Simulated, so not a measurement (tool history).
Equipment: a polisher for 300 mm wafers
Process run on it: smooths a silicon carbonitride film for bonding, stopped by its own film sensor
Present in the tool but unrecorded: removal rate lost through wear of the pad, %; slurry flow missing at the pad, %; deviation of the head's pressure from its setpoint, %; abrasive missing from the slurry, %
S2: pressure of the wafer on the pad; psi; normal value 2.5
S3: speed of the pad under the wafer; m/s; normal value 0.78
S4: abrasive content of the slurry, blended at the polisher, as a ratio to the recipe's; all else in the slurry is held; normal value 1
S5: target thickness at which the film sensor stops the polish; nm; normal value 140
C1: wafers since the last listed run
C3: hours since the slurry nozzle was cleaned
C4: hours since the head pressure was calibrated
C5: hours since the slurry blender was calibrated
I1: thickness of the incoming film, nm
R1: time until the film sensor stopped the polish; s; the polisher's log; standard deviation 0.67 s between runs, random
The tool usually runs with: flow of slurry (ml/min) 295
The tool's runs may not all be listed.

run 1 hour=0 | flow_of_slurry_(ml/min)=295 S2=2.5 S3=0.78 S4=1 S5=140 | C1=0 wafers_polished_on_this_pad=892 C3=263.4 C4=185.2 C5=112.5 | I1=159.7 | R1=83.8
-- hour=17.4 worn pad replaced by a new one
run 2 hour=19.8 | flow_of_slurry_(ml/min)=295 S2=2.5 S3=0.84 S4=1 S5=140 | C1=227 wafers_polished_on_this_pad=34 C3=283.2 C4=205 C5=132.3 | I1=158.5 | R1=72.9
run 3 hour=28.8 | flow_of_slurry_(ml/min)=295 S2=2.5 S3=0.84 S4=1 S5=140 | C1=129 wafers_polished_on_this_pad=164 C3=292.2 C4=214 C5=141.3 | I1=160.9 | R1=82.6
run 4 hour=40.3 | flow_of_slurry_(ml/min)=295 S2=2.5 S3=0.78 S4=1 S5=140 | C1=165 wafers_polished_on_this_pad=329 C3=303.7 C4=225.5 C5=152.8 | I1=159.7 | R1=84.3
run 5 hour=49.3 | flow_of_slurry_(ml/min)=295 S2=2.5 S3=0.78 S4=1 S5=140 | C1=129 wafers_polished_on_this_pad=459 C3=312.7 C4=234.5 C5=161.8 | I1=162 | R1=92.8
run 6 hour=64.8 | flow_of_slurry_(ml/min)=295 S2=2.5 S3=0.78 S4=1 S5=140 | C1=223 wafers_polished_on_this_pad=682 C3=328.2 C4=250 C5=177.3 | I1=159.1 | R1=80.9
run 7 hour=73.6 | flow_of_slurry_(ml/min)=295 S2=2.5 S3=0.78 S4=1 S5=140 | C1=126 wafers_polished_on_this_pad=809 C3=337 C4=258.8 C5=186.1 | I1=161.6 | R1=91
-- hour=95.7 worn pad replaced by a new one
run 8 hour=96.2 | flow_of_slurry_(ml/min)=295 S2=2.5 S3=0.78 S4=1 S5=140 | C1=267 wafers_polished_on_this_pad=6 C3=359.6 C4=281.4 C5=208.7 | I1=160.4 | R1=86.7
run 9 hour=100 | flow_of_slurry_(ml/min)=295 S2=2.5 S3=0.78 S4=1 S5=140 | C1=54 wafers_polished_on_this_pad=61 C3=363.4 C4=285.2 C5=212.5 | I1=163 | R1=96
run 10 hour=107.5 | flow_of_slurry_(ml/min)=295 S2=2.5 S3=0.78 S4=1 S5=140 | C1=108 wafers_polished_on_this_pad=169 C3=370.9 C4=292.7 C5=220 | I1=158 | R1=76.6
run 11 hour=117.6 | flow_of_slurry_(ml/min)=295 S2=2.5 S3=0.78 S4=1 S5=140 | C1=145 wafers_polished_on_this_pad=315 C3=381 C4=302.8 C5=230.1 | I1=159.8 | R1=84.1
-- hour=122 slurry nozzle cleaned
run 12 hour=128.5 | flow_of_slurry_(ml/min)=295 S2=2.5 S3=0.78 S4=1 S5=140 | C1=142 wafers_polished_on_this_pad=457 C3=6.5 C4=313.7 C5=241 | I1=158.1 | R1=76.8
run 13 hour=135.1 | flow_of_slurry_(ml/min)=295 S2=2.5 S3=0.78 S4=1.15 S5=140 | C1=95 wafers_polished_on_this_pad=552 C3=13.1 C4=320.3 C5=247.6 | I1=160.9 | R1=85.8
run 14 hour=148.9 | flow_of_slurry_(ml/min)=295 S2=2.5 S3=0.78 S4=1.15 S5=140 | C1=198 wafers_polished_on_this_pad=751 C3=26.9 C4=334.1 C5=261.4 | I1=157.5 | R1=73
run 15 hour=161 | flow_of_slurry_(ml/min)=265 S2=2.3 S3=0.78 S4=1.2 S5=147 | C1=174 wafers_polished_on_this_pad=925 C3=39 C4=346.2 C5=273.5 | I1=160 | R1=57.5
run 16 hour=173.2 | flow_of_slurry_(ml/min)=295 S2=2.5 S3=0.78 S4=1 S5=140 | C1=175 wafers_polished_on_this_pad=1101 C3=51.2 C4=358.4 C5=285.7 | I1=160.1 | R1=87.8
run 17 hour=183 | flow_of_slurry_(ml/min)=295 S2=2.5 S3=0.78 S4=1 S5=140 | C1=141 wafers_polished_on_this_pad=1242 C3=61 C4=368.2 C5=295.5 | I1=160.8 | R1=90.1
-- hour=188.1 worn pad replaced by a new one
run 18 hour=198.8 | flow_of_slurry_(ml/min)=335 S2=1.8 S3=0.78 S4=1 S5=140 | C1=170 wafers_polished_on_this_pad=153 C3=76.8 C4=384 C5=311.3 | I1=159.5 | R1=117.1
run 19 hour=204.8 | flow_of_slurry_(ml/min)=370 S2=3.1 S3=0.78 S4=0.9 S5=146 | C1=86 wafers_polished_on_this_pad=240 C3=82.8 C4=390 C5=317.3 | I1=156.9 | R1=38.8
run 20 hour=221.8 | flow_of_slurry_(ml/min)=195 S2=3.3 S3=0.78 S4=0.8 S5=142 | C1=244 wafers_polished_on_this_pad=484 C3=99.8 C4=407 C5=334.3 | I1=161.1 | R1=70.3
run 21 hour=232 | flow_of_slurry_(ml/min)=295 S2=2.5 S3=0.78 S4=1 S5=140 | C1=146 wafers_polished_on_this_pad=631 C3=110 C4=417.2 C5=344.5 | I1=160.5 | R1=90.1
-- hour=236.3 head pressure recalibrated
-- hour=239.6 slurry blender recalibrated
run 22 hour=240.1 | flow_of_slurry_(ml/min)=295 S2=2.5 S3=0.78 S4=1 S5=140 | C1=59 wafers_polished_on_this_pad=690 C3=118.1 C4=3.8 C5=0.5 | I1=160.4 | R1=85.6
run 23 hour=248.7 | flow_of_slurry_(ml/min)=295 S2=3 S3=0.92 S4=1 S5=140 | C1=123 wafers_polished_on_this_pad=814 C3=126.7 C4=12.4 C5=9.1 | I1=160.8 | R1=63.5
run 24 hour=257.3 | flow_of_slurry_(ml/min)=295 S2=2.5 S3=0.78 S4=1 S5=143 | C1=123 wafers_polished_on_this_pad=938 C3=135.3 C4=21 C5=17.7 | I1=158.4 | R1=64.2
run 25 hour=269 | flow_of_slurry_(ml/min)=295 S2=2.5 S3=0.78 S4=1 S5=140 | C1=168 wafers_polished_on_this_pad=1107 C3=147 C4=32.7 C5=29.4 | I1=161.2 | R1=88.1
-- hour=277 worn pad replaced by a new one
run 26 hour=279.3 | flow_of_slurry_(ml/min)=330 S2=2.5 S3=0.78 S4=1 S5=140 | C1=90 wafers_polished_on_this_pad=33 C3=157.3 C4=43 C5=39.7 | I1=160.8 | R1=86.1
run 27 hour=290.3 | flow_of_slurry_(ml/min)=230 S2=2.5 S3=0.78 S4=1.15 S5=140 | C1=158 wafers_polished_on_this_pad=191 C3=168.3 C4=54 C5=50.7 | I1=161.3 | R1=86.2
run 28 hour=299.7 | flow_of_slurry_(ml/min)=390 S2=3.2 S3=0.78 S4=1 S5=144 | C1=135 wafers_polished_on_this_pad=327 C3=177.7 C4=63.4 C5=60.1 | I1=157.8 | R1=44.1

Forecast each of these 5 alternatives for the next run:
run A hour=300.1 | flow_of_slurry_(ml/min)=295 S2=2.5 S3=1.06 S4=1 S5=140 | C1=5 wafers_polished_on_this_pad=332 C3=178.1 C4=63.8 C5=60.5 | I1=161.8 | R1=?
run B hour=300.1 | flow_of_slurry_(ml/min)=265 S2=2.5 S3=0.78 S4=1 S5=135 | C1=5 wafers_polished_on_this_pad=332 C3=178.1 C4=63.8 C5=60.5 | I1=161.8 | R1=?
run C hour=300.1 | flow_of_slurry_(ml/min)=220 S2=2.5 S3=0.78 S4=1 S5=140 | C1=5 wafers_polished_on_this_pad=332 C3=178.1 C4=63.8 C5=60.5 | I1=161.8 | R1=?
run D hour=300.1 | flow_of_slurry_(ml/min)=295 S2=2.5 S3=0.78 S4=1 S5=136 | C1=5 wafers_polished_on_this_pad=332 C3=178.1 C4=63.8 C5=60.5 | I1=161.8 | R1=?
run E hour=300.1 | flow_of_slurry_(ml/min)=350 S2=1.7 S3=0.94 S4=1.25 S5=140 | C1=5 wafers_polished_on_this_pad=332 C3=178.1 C4=63.8 C5=60.5 | I1=161.8 | R1=?

run=A R1=71.9
run=B R1=113.4
run=C R1=93.7
run=D R1=108.3
run=E R1=107.1
Take away the tool's hidden state, keep each run's random variation, and the runs would have read:
run=A R1=71.6
run=B R1=112.9
run=C R1=93.3
run=D R1=107.8
run=E R1=106.7

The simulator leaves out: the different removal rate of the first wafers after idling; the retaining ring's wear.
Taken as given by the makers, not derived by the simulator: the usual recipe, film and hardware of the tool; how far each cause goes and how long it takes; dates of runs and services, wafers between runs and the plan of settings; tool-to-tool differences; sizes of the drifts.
